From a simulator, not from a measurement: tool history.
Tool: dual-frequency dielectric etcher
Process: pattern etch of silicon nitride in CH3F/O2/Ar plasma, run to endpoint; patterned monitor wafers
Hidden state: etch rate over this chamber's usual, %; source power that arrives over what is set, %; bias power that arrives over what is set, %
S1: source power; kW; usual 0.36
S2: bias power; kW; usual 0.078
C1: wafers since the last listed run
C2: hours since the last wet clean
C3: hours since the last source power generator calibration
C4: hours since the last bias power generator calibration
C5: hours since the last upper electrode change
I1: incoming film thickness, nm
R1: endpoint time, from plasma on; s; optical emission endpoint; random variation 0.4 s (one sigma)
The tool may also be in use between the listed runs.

{"run": 1, "hour": 0.0, "S1": 0.36, "S2": 0.078, "C1": 0, "C2": 344.1, "C3": 1953.2, "C4": 4334.6, "C5": 3858.4, "I1": 44.44, "R1": 63.9}
{"hour": 12.3, "done": "wet clean of the chamber"}
{"run": 2, "hour": 28.5, "S1": 0.36, "S2": 0.078, "C1": 171, "C2": 16.2, "C3": 1981.7, "C4": 4363.1, "C5": 3886.9, "I1": 44.37, "R1": 68.1}
{"run": 3, "hour": 55.5, "S1": 0.34, "S2": 0.078, "C1": 286, "C2": 43.2, "C3": 2008.7, "C4": 4390.1, "C5": 3913.9, "I1": 44.71, "R1": 69.8}
{"run": 4, "hour": 87.3, "S1": 0.34, "S2": 0.078, "C1": 338, "C2": 75, "C3": 2040.5, "C4": 4421.9, "C5": 3945.7, "I1": 44.69, "R1": 69.5}
{"run": 5, "hour": 116.9, "S1": 0.34, "S2": 0.078, "C1": 314, "C2": 104.6, "C3": 2070.1, "C4": 4451.5, "C5": 3975.3, "I1": 44.52, "R1": 69.4}
{"run": 6, "hour": 141.1, "S1": 0.36, "S2": 0.084, "C1": 257, "C2": 128.8, "C3": 2094.3, "C4": 4475.7, "C5": 3999.5, "I1": 45.23, "R1": 64}
{"run": 7, "hour": 171.3, "S1": 0.36, "S2": 0.09, "C1": 321, "C2": 159, "C3": 2124.5, "C4": 4505.9, "C5": 4029.7, "I1": 44.48, "R1": 61}
{"run": 8, "hour": 187.1, "S1": 0.33, "S2": 0.078, "C1": 167, "C2": 174.8, "C3": 2140.3, "C4": 4521.7, "C5": 4045.5, "I1": 44.69, "R1": 69.4}
{"hour": 201.1, "done": "source power generator calibrated"}
{"run": 9, "hour": 210.2, "S1": 0.33, "S2": 0.078, "C1": 203, "C2": 197.9, "C3": 9.1, "C4": 4544.8, "C5": 4068.6, "I1": 44.5, "R1": 69.1}
{"run": 10, "hour": 231.9, "S1": 0.36, "S2": 0.078, "C1": 230, "C2": 219.6, "C3": 30.8, "C4": 4566.5, "C5": 4090.3, "I1": 45.01, "R1": 67}
{"run": 11, "hour": 263.9, "S1": 0.36, "S2": 0.078, "C1": 340, "C2": 251.6, "C3": 62.8, "C4": 4598.5, "C5": 4122.3, "I1": 44.34, "R1": 64.8}
{"run": 12, "hour": 276.3, "S1": 0.36, "S2": 0.073, "C1": 131, "C2": 264, "C3": 75.2, "C4": 4610.9, "C5": 4134.7, "I1": 44.75, "R1": 68.5}
{"run": 13, "hour": 291.5, "S1": 0.36, "S2": 0.073, "C1": 161, "C2": 279.2, "C3": 90.4, "C4": 4626.1, "C5": 4149.9, "I1": 44.17, "R1": 67.2}
{"hour": 332.6, "done": "upper electrode replaced, of another model than before"}
{"run": 14, "hour": 333.1, "S1": 0.4, "S2": 0.06, "C1": 187, "C2": 320.8, "C3": 132, "C4": 4667.7, "C5": 0.5, "I1": 44.46, "R1": 63.8}
{"run": 15, "hour": 335.9, "S1": 0.36, "S2": 0.068, "C1": 29, "C2": 323.6, "C3": 134.8, "C4": 4670.5, "C5": 3.3, "I1": 44.68, "R1": 67.5}
{"run": 16, "hour": 359.2, "S1": 0.28, "S2": 0.087, "C1": 247, "C2": 346.9, "C3": 158.1, "C4": 4693.8, "C5": 26.6, "I1": 44.76, "R1": 78.7}
{"hour": 393.6, "done": "wet clean of the chamber"}
{"run": 17, "hour": 394.1, "S1": 0.36, "S2": 0.067, "C1": 115, "C2": 0.5, "C3": 193, "C4": 4728.7, "C5": 61.5, "I1": 44.64, "R1": 69.2}
{"hour": 408.3, "done": "bias power generator calibrated"}
{"run": 18, "hour": 408.8, "S1": 0.36, "S2": 0.078, "C1": 113, "C2": 15.2, "C3": 207.7, "C4": 0.5, "C5": 76.2, "I1": 44.3, "R1": 66.5}
{"run": 19, "hour": 420.6, "S1": 0.28, "S2": 0.078, "C1": 125, "C2": 27, "C3": 219.5, "C4": 12.3, "C5": 88, "I1": 44.61, "R1": 83.9}
{"run": 20, "hour": 455.0, "S1": 0.36, "S2": 0.078, "C1": 365, "C2": 61.4, "C3": 253.9, "C4": 46.7, "C5": 122.4, "I1": 44.51, "R1": 66.9}
{"run": 21, "hour": 475.6, "S1": 0.28, "S2": 0.078, "C1": 218, "C2": 82, "C3": 274.5, "C4": 67.3, "C5": 143, "I1": 44.7, "R1": 82.8}
{"run": 22, "hour": 488.9, "S1": 0.43, "S2": 0.078, "C1": 141, "C2": 95.3, "C3": 287.8, "C4": 80.6, "C5": 156.3, "I1": 44.77, "R1": 58.6}
{"run": 23, "hour": 514.1, "S1": 0.32, "S2": 0.069, "C1": 267, "C2": 120.5, "C3": 313, "C4": 105.8, "C5": 181.5, "I1": 44.72, "R1": 75.1}
{"run": 24, "hour": 534.5, "S1": 0.32, "S2": 0.073, "C1": 216, "C2": 140.9, "C3": 333.4, "C4": 126.2, "C5": 201.9, "I1": 44.9, "R1": 73.8}
{"run": 25, "hour": 559.7, "S1": 0.33, "S2": 0.059, "C1": 267, "C2": 166.1, "C3": 358.6, "C4": 151.4, "C5": 227.1, "I1": 44.8, "R1": 76.2}
{"run": 26, "hour": 593.6, "S1": 0.36, "S2": 0.078, "C1": 360, "C2": 200, "C3": 392.5, "C4": 185.3, "C5": 261, "I1": 44.4, "R1": 64.1}

Hidden state at the last listed run before each entry between runs and at the first one after, where it differs:
Between runs 1 and 2: wet clean of the chamber (hour 12.3)
  etch rate over this chamber's usual, %: 4.84 -> -0.587
  measured less the result without the state, R1: -3.1 -> +0.4 s
Between runs 8 and 9: source power generator calibrated (hour 201.1)
  etch rate over this chamber's usual, %: 1.7 -> 2.04
  measured less the result without the state, R1: -1.2 -> -1.4 s
Between runs 13 and 14: upper electrode replaced, of another model than before (hour 332.6)
  etch rate over this chamber's usual, %: 3.21 -> 3.81
  measured less the result without the state, R1: -2.2 -> -2.4 s
Between runs 16 and 17: wet clean of the chamber (hour 393.6)
  etch rate over this chamber's usual, %: 4.19 -> 0.849
  measured less the result without the state, R1: -3.3 -> -0.6 s
Between runs 17 and 18: bias power generator calibrated (hour 408.3)
  etch rate over this chamber's usual, %: 0.849 -> 1.06
  measured less the result without the state, R1: -0.6 -> -0.8 s

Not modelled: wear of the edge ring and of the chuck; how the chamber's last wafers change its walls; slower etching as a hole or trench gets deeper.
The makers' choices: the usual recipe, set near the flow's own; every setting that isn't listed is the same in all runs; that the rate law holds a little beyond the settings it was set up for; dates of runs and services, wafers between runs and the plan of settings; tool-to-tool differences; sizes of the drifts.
